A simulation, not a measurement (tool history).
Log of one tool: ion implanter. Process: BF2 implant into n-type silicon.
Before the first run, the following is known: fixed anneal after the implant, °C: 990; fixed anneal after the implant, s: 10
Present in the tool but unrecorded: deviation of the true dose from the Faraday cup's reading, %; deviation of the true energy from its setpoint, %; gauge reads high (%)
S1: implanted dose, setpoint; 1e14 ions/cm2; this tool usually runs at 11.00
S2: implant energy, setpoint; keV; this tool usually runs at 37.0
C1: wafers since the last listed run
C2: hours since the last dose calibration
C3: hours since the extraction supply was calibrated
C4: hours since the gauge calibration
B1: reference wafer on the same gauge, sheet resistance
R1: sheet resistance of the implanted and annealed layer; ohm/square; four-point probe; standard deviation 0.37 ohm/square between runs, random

| run | hour | S1 | S2 | C1 | C2 | C3 | C4 | B1 | R1 |
|---|---|---|---|---|---|---|---|---|---|
| 1 | 0.0 | 8.99 | 37.0 | 0 | 276.2 | 3813.1 | 1091.3 | 128.06 | 152.82 |
| 2 | 60.0 | 8.99 | 37.0 | 779 | 336.2 | 3873.1 | 1151.3 | 127.99 | 151.79 |
| 3 | 87.0 | 8.99 | 37.0 | 350 | 363.2 | 3900.1 | 1178.3 | 127.92 | 152.41 |
|  | 91.6 | gauge calibrated |
| 4 | 239.6 | 8.62 | 37.0 | 1981 | 515.8 | 4052.7 | 148.0 | 128.05 | 154.55 |
| 5 | 292.9 | 11.00 | 37.0 | 692 | 569.1 | 4106.0 | 201.3 | 127.87 | 142.21 |
| 6 | 361.4 | 11.00 | 37.0 | 889 | 637.6 | 4174.5 | 269.8 | 128.06 | 142.92 |
| 7 | 485.5 | 11.00 | 37.0 | 1611 | 761.7 | 4298.6 | 393.9 | 128.00 | 142.01 |
| 8 | 547.1 | 12.20 | 37.0 | 799 | 823.3 | 4360.2 | 455.5 | 127.97 | 138.61 |
| 9 | 580.3 | 12.20 | 37.0 | 431 | 856.5 | 4393.4 | 488.7 | 128.04 | 139.10 |
| 10 | 773.7 | 11.00 | 34.0 | 2511 | 1049.9 | 4586.8 | 682.1 | 128.06 | 148.60 |
| 11 | 842.1 | 11.00 | 34.0 | 888 | 1118.3 | 4655.2 | 750.5 | 128.08 | 148.61 |
| 12 | 892.1 | 11.00 | 34.0 | 649 | 1168.3 | 4705.2 | 800.5 | 127.97 | 148.21 |
|  | 983.1 | Faraday cup replaced and dose calibrated |
|  | 1014.3 | extraction supply calibrated |
| 13 | 1085.8 | 11.00 | 37.0 | 2307 | 102.7 | 71.5 | 994.2 | 128.13 | 144.03 |
| 14 | 1155.9 | 10.16 | 46.5 | 910 | 172.8 | 141.6 | 1064.3 | 128.06 | 131.93 |
| 15 | 1209.9 | 11.00 | 47.0 | 701 | 226.8 | 195.6 | 1118.3 | 128.03 | 128.15 |
|  | 1246.8 | gauge calibrated |
| 16 | 1251.7 | 11.00 | 37.0 | 542 | 268.6 | 237.4 | 4.9 | 128.07 | 143.66 |
| 17 | 1281.9 | 13.59 | 28.0 | 392 | 298.8 | 267.6 | 35.1 | 127.96 | 159.42 |
| 18 | 1328.6 | 13.91 | 37.0 | 606 | 345.5 | 314.3 | 81.8 | 128.04 | 135.20 |
| 19 | 1393.6 | 11.00 | 37.0 | 843 | 410.5 | 379.3 | 146.8 | 128.07 | 143.00 |
| 20 | 1458.6 | 11.00 | 37.0 | 843 | 475.5 | 444.3 | 211.8 | 127.95 | 143.27 |

Estimate the outcome of run 21 from the log above:
| 21 | 1525.0 | 13.18 | 24.5 | 862 | 541.9 | 510.7 | 278.2 | ? | ? |

B1: 128.07
R1: 173.03 ohm/square
Had the tool carried no hidden state, the very same run would have given R1 173.51 ohm/square.
